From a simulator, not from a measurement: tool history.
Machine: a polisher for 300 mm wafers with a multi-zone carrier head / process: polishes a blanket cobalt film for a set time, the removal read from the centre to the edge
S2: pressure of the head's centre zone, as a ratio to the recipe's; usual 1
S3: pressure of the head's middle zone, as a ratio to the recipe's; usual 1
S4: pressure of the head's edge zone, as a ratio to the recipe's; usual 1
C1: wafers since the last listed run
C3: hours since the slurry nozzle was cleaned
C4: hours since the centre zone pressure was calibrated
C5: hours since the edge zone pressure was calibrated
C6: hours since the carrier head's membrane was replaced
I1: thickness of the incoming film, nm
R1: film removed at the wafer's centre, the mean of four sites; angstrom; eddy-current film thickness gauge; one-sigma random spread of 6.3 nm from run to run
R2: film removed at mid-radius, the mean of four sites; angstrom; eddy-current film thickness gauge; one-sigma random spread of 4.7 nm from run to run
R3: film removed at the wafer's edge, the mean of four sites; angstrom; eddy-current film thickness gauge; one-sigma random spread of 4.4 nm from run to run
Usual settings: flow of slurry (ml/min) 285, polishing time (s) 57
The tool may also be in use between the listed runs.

Run 1, hour 0: usual settings; C1 0; wafers polished on this pad 981; C3 157.9; C4 292.9; C5 19.7; C6 1058.1; I1 1170.2. Result: R1 4215 angstrom, R2 4454 angstrom, R3 4500 angstrom.
Run 2, hour 37.7: usual settings; C1 482; wafers polished on this pad 1464; C3 195.6; C4 330.6; C5 57.4; C6 1095.8; I1 1198.1. Result: R1 4295 angstrom, R2 4280 angstrom, R3 4375 angstrom.
Run 3, hour 70.3: usual settings but flow of slurry (ml/min) 215; C1 417; wafers polished on this pad 1881; C3 228.2; C4 363.2; C5 90; C6 1128.4; I1 1183. Result: R1 4001 angstrom, R2 4030 angstrom, R3 4157 angstrom.
Run 4, hour 120.7: usual settings but S4 0.92; C1 645; wafers polished on this pad 2526; C3 278.6; C4 413.6; C5 140.4; C6 1178.8; I1 1182.2. Result: R1 4043 angstrom, R2 4026 angstrom, R3 3914 angstrom.
At hour 133.6: worn pad replaced by a new one.
Run 5, hour 164.1: usual settings but S4 0.92; C1 504; wafers polished on this pad 390; C3 322; C4 457; C5 183.8; C6 1222.2; I1 1195.7. Result: R1 4475 angstrom, R2 4522 angstrom, R3 4539 angstrom.
Run 6, hour 212.3: usual settings but S4 0.92; C1 616; wafers polished on this pad 1007; C3 370.2; C4 505.2; C5 232; C6 1270.4; I1 1181.8. Result: R1 4333 angstrom, R2 4468 angstrom, R3 4339 angstrom.
Run 7, hour 281.6: usual settings but S3 1.03; C1 887; wafers polished on this pad 1894; C3 439.5; C4 574.5; C5 301.3; C6 1339.7; I1 1176.3. Result: R1 4153 angstrom, R2 4299 angstrom, R3 4328 angstrom.
At hour 310.7: slurry nozzle cleaned.
Run 8, hour 315.6: usual settings but S3 1.03; C1 422; wafers polished on this pad 2316; C3 4.9; C4 608.5; C5 335.3; C6 1373.7; I1 1178.6. Result: R1 4057 angstrom, R2 4176 angstrom, R3 4226 angstrom.
At hour 328.4: worn pad replaced by a new one.
At hour 332.7: carrier head's membrane replaced by a new one.
At hour 337.3: centre zone pressure recalibrated.
Run 9, hour 395.1: usual settings but S2 1.11, S3 0.94, polishing time (s) 71; C1 885; wafers polished on this pad 773; C3 84.4; C4 57.8; C5 414.8; C6 62.4; I1 1190.3. Result: R1 5940 angstrom, R2 5168 angstrom, R3 5679 angstrom.
At hour 543.1: worn pad replaced by a new one.
Run 10, hour 584.8: usual settings but S4 0.92; C1 2376; wafers polished on this pad 533; C3 274.1; C4 247.5; C5 604.5; C6 252.1; I1 1162.2. Result: R1 4551 angstrom, R2 4511 angstrom, R3 4451 angstrom.
Run 11, hour 611.7: usual settings but flow of slurry (ml/min) 220; C1 344; wafers polished on this pad 877; C3 301; C4 274.4; C5 631.4; C6 279; I1 1180.5. Result: R1 4202 angstrom, R2 4357 angstrom, R3 4480 angstrom.
Run 12, hour 671.6: usual settings but S2 0.96, S3 0.91, S4 0.9; C1 766; wafers polished on this pad 1644; C3 360.9; C4 334.3; C5 691.3; C6 338.9; I1 1165.5. Result: R1 3946 angstrom, R2 3999 angstrom, R3 4164 angstrom.
At hour 691.2: slurry nozzle cleaned.
At hour 722.6: worn pad replaced by a new one.
At hour 737.1: edge zone pressure recalibrated.
Run 13, hour 871.5: usual settings but S2 0.9, polishing time (s) 41; C1 2469; wafers polished on this pad 1880; C3 180.3; C4 534.2; C5 134.4; C6 538.8; I1 1192. Result: R1 2676 angstrom, R2 3016 angstrom, R3 3120 angstrom.
Run 14, hour 918.5: usual settings; C1 601; wafers polished on this pad 2482; C3 227.3; C4 581.2; C5 181.4; C6 585.8; I1 1181.3. Result: R1 3990 angstrom, R2 4071 angstrom, R3 4209 angstrom.
At hour 936.2: worn pad replaced by a new one.
Run 15, hour 954.9: usual settings but S2 0.95, S3 0.96, polishing time (s) 76; C1 414; wafers polished on this pad 239; C3 263.7; C4 617.6; C5 217.8; C6 622.2; I1 1167.1. Result: R1 5587 angstrom, R2 5859 angstrom, R3 6270 angstrom.
Run 16, hour 1012: usual settings; C1 730; wafers polished on this pad 969; C3 320.8; C4 674.7; C5 274.9; C6 679.3; I1 1176.7. Result: R1 4442 angstrom, R2 4322 angstrom, R3 4557 angstrom.

Forecast each of these 4 alternatives for the next run:
Run A, hour 1012.4: usual settings but S2 1.04; C1 5; wafers polished on this pad 975; C3 321.2; C4 675.1; C5 275.3; C6 679.7; I1 1201.8. Result: R1 ?, R2 ?, R3 ?.
Run B, hour 1012.4: usual settings but flow of slurry (ml/min) 365; C1 5; wafers polished on this pad 975; C3 321.2; C4 675.1; C5 275.3; C6 679.7; I1 1201.8. Result: R1 ?, R2 ?, R3 ?.
Run C, hour 1012.4: usual settings but polishing time (s) 50; C1 5; wafers polished on this pad 975; C3 321.2; C4 675.1; C5 275.3; C6 679.7; I1 1201.8. Result: R1 ?, R2 ?, R3 ?.
Run D, hour 1012.4: usual settings but S4 1.12; C1 5; wafers polished on this pad 975; C3 321.2; C4 675.1; C5 275.3; C6 679.7; I1 1201.8. Result: R1 ?, R2 ?, R3 ?.

run    R1    R2    R3
  A  4499  4472  4500
  B  4441  4582  4583
  C  3793  3923  3947
  D  4324  4472  4760
With no hidden state in the tool, these same runs would have given:
run    R1    R2    R3
  A  4713  4685  4714
  B  4652  4800  4802
  C  3974  4110  4135
  D  4530  4685  4987
